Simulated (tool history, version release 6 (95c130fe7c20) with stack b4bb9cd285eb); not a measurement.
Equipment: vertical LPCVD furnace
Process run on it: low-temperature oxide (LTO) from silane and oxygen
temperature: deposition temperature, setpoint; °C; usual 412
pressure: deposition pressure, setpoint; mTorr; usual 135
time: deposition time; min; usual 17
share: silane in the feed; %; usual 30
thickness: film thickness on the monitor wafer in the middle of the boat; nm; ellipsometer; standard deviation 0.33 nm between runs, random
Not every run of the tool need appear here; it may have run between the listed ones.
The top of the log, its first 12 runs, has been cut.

run    hour  temperature  pressure  time  share  read-back reference wafer on the same gauge, thickness  thickness
 13   651.8          412       135    17     30                                                   88.66      75.27
 14   678.8          412       135    17     30                                                   88.58      75.14
 15   728.6          412       135    17     30                                                   88.65      74.87
 16   790.7          412       135    17     30                                                   88.59      75.53
 17   836.1          412       125    17     30                                                   88.66      70.22
 18   884.7          407       165    17     32                                                   88.62      95.45
 19   947.2          412       135    22     28                                                   88.63      88.75
 20  1019.2          404       135    17     30                                                    88.4      69.47
 21  1056.9          412       135    17     30                                                    88.7      76.15
 22  1085.4          418       135    15     33                                                   88.65      81.79
 23  1134.6          416       135    17     30                                                   88.53      80.65

Run 24, settings as shown, results not yet in. Your forecast:
     1153.2  -- gauge calibrated
 24  1182.6          412       135    17     30                                                       ?          ?

read-back reference wafer on the same gauge, thickness: 88.73
thickness: 76.74 nm
Take away the tool's hidden state, keep the run-to-run variation as it was, and the same run would have given thickness 74.09 nm.
